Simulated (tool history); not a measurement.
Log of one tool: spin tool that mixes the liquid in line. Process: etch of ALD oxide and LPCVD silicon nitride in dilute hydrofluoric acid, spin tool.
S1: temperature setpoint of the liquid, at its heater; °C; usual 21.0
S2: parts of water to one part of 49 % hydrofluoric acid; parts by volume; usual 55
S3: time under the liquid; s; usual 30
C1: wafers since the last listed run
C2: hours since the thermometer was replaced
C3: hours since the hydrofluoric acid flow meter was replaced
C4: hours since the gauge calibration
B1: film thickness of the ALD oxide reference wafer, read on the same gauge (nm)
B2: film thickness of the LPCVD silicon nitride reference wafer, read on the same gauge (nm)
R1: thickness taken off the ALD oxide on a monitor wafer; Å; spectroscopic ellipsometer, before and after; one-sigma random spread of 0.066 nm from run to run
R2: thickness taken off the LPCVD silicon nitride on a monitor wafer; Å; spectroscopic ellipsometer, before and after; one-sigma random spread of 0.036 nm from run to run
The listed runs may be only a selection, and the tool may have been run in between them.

Run 1, day 0.000: usual settings; C1 0; C2 20.9; C3 528.8; C4 384.0; B1 70.00; B2 129.998. Result: R1 141.9 Å, R2 2.69 Å.
Run 2, day 2.700: usual settings; C1 1264; C2 85.7; C3 593.6; C4 448.8; B1 69.99; B2 129.988. Result: R1 140.4 Å, R2 2.81 Å.
Run 3, day 3.488: usual settings but S1 24.0 °C; C1 368; C2 104.6; C3 612.5; C4 467.7; B1 69.99; B2 130.003. Result: R1 161.5 Å, R2 3.28 Å.
Run 4, day 4.817: usual settings but S1 24.0 °C; C1 622; C2 136.5; C3 644.4; C4 499.6; B1 70.03; B2 130.010. Result: R1 160.5 Å, R2 3.41 Å.
Run 5, day 5.879: usual settings but S3 20 s; C1 497; C2 162.0; C3 669.9; C4 525.1; B1 69.99; B2 130.001. Result: R1 94.4 Å, R2 1.62 Å.
At day 6.192: gauge calibrated.
Run 6, day 6.592: usual settings; C1 333; C2 179.1; C3 687.0; C4 9.6; B1 69.97; B2 129.983. Result: R1 143.9 Å, R2 2.01 Å.
Run 7, day 7.529: usual settings; C1 439; C2 201.6; C3 709.5; C4 32.1; B1 69.96; B2 130.003. Result: R1 142.3 Å, R2 3.20 Å.
Run 8, day 8.054: usual settings; C1 245; C2 214.2; C3 722.1; C4 44.7; B1 69.98; B2 129.997. Result: R1 144.0 Å, R2 2.45 Å.
Run 9, day 8.762: usual settings but S2 75 parts by volume, S3 35 s; C1 331; C2 231.2; C3 739.1; C4 61.7; B1 70.00; B2 130.002. Result: R1 119.9 Å, R2 1.91 Å.
Run 10, day 9.450: usual settings but S2 65 parts by volume; C1 322; C2 247.7; C3 755.6; C4 78.2; B1 69.97; B2 130.006. Result: R1 119.9 Å, R2 2.56 Å.
At day 10.479: hydrofluoric acid flow meter replaced.
Run 11, day 10.500: usual settings but S1 23.5 °C, S2 40 parts by volume, S3 35 s; C1 472; C2 272.9; C3 0.5; C4 103.4; B1 70.04; B2 129.983. Result: R1 252.3 Å, R2 5.12 Å.
Run 12, day 11.567: usual settings but S2 30 parts by volume; C1 499; C2 298.5; C3 26.1; C4 129.0; B1 69.98; B2 130.001. Result: R1 264.1 Å, R2 4.47 Å.
Run 13, day 12.721: usual settings; C1 540; C2 326.2; C3 53.8; C4 156.7; B1 70.00; B2 130.006. Result: R1 141.0 Å, R2 2.42 Å.
Run 14, day 13.442: usual settings but S1 19.0 °C, S2 65 parts by volume, S3 45 s; C1 337; C2 343.5; C3 71.1; C4 174.0; B1 70.01; B2 129.994. Result: R1 162.6 Å, R2 3.32 Å.
Run 15, day 14.179: usual settings; C1 345; C2 361.2; C3 88.8; C4 191.7; B1 70.00; B2 130.010. Result: R1 140.6 Å, R2 2.97 Å.
Run 16, day 15.025: usual settings but S2 30 parts by volume, S3 40 s; C1 396; C2 381.5; C3 109.1; C4 212.0; B1 70.01; B2 130.003. Result: R1 354.4 Å, R2 7.25 Å.
Run 17, day 16.296: usual settings but S1 17.0 °C, S3 35 s; C1 595; C2 412.0; C3 139.6; C4 242.5; B1 69.96; B2 129.992. Result: R1 139.2 Å, R2 2.78 Å.
Run 18, day 17.796: usual settings but S1 23.5 °C, S3 15 s; C1 702; C2 448.0; C3 175.6; C4 278.5; B1 70.01; B2 130.008. Result: R1 78.9 Å, R2 1.69 Å.
Run 19, day 18.408: usual settings but S1 19.5 °C; C1 286; C2 462.7; C3 190.3; C4 293.2; B1 70.03; B2 129.980. Result: R1 133.7 Å, R2 2.40 Å.
Run 20, day 19.612: usual settings but S1 23.0 °C, S2 75 parts by volume, S3 50 s; C1 564; C2 491.6; C3 219.2; C4 322.1; B1 69.98; B2 130.011. Result: R1 184.7 Å, R2 5.00 Å.
Run 21, day 21.029: usual settings; C1 663; C2 525.6; C3 253.2; C4 356.1; B1 69.99; B2 129.984. Result: R1 142.3 Å, R2 2.46 Å.
Run 22, day 21.967: usual settings; C1 439; C2 548.1; C3 275.7; C4 378.6; B1 70.01; B2 130.003. Result: R1 143.3 Å, R2 2.56 Å.
Run 23, day 22.929: usual settings but S2 35 parts by volume; C1 450; C2 571.2; C3 298.8; C4 401.7; B1 70.00; B2 129.997. Result: R1 231.2 Å, R2 4.87 Å.
Run 24, day 23.733: usual settings but S1 17.0 °C, S2 25 parts by volume; C1 376; C2 590.5; C3 318.1; C4 421.0; B1 69.99; B2 129.995. Result: R1 276.5 Å, R2 5.24 Å.
Run 25, day 24.267: usual settings but S1 23.0 °C, S2 80 parts by volume; C1 249; C2 603.3; C3 330.9; C4 433.8; B1 70.02; B2 130.022. Result: R1 104.1 Å, R2 1.97 Å.

Here are 5 independent what-if runs from the current tool condition. What would each one return?
Run A, day 24.283: usual settings; C1 7; C2 603.7; C3 331.3; C4 434.2; B1 ?; B2 ?. Result: R1 ?, R2 ?.
Run B, day 24.283: usual settings but S1 22.5 °C, S3 20 s; C1 7; C2 603.7; C3 331.3; C4 434.2; B1 ?; B2 ?. Result: R1 ?, R2 ?.
Run C, day 24.283: usual settings but S3 45 s; C1 7; C2 603.7; C3 331.3; C4 434.2; B1 ?; B2 ?. Result: R1 ?, R2 ?.
Run D, day 24.283: usual settings but S1 19.0 °C, S2 35 parts by volume; C1 7; C2 603.7; C3 331.3; C4 434.2; B1 ?; B2 ?. Result: R1 ?, R2 ?.
Run E, day 24.283: usual settings but S1 18.5 °C, S2 85 parts by volume, S3 15 s; C1 7; C2 603.7; C3 331.3; C4 434.2; B1 ?; B2 ?. Result: R1 ?, R2 ?.

run     B1       B2     R1    R2
  A  69.99  130.003  142.9  2.86
  B  69.99  130.003  101.4  2.11
  C  69.99  130.003  214.4  4.29
  D  69.99  130.003  211.4  3.86
  E  69.99  130.003   40.2  0.79
With the hidden condition removed and each run's random variation left untouched, the same runs would have given:
run     R1    R2
  A  135.4  2.65
  B   96.1  1.96
  C  203.0  3.98
  D  200.1  3.58
  E   38.1  0.73

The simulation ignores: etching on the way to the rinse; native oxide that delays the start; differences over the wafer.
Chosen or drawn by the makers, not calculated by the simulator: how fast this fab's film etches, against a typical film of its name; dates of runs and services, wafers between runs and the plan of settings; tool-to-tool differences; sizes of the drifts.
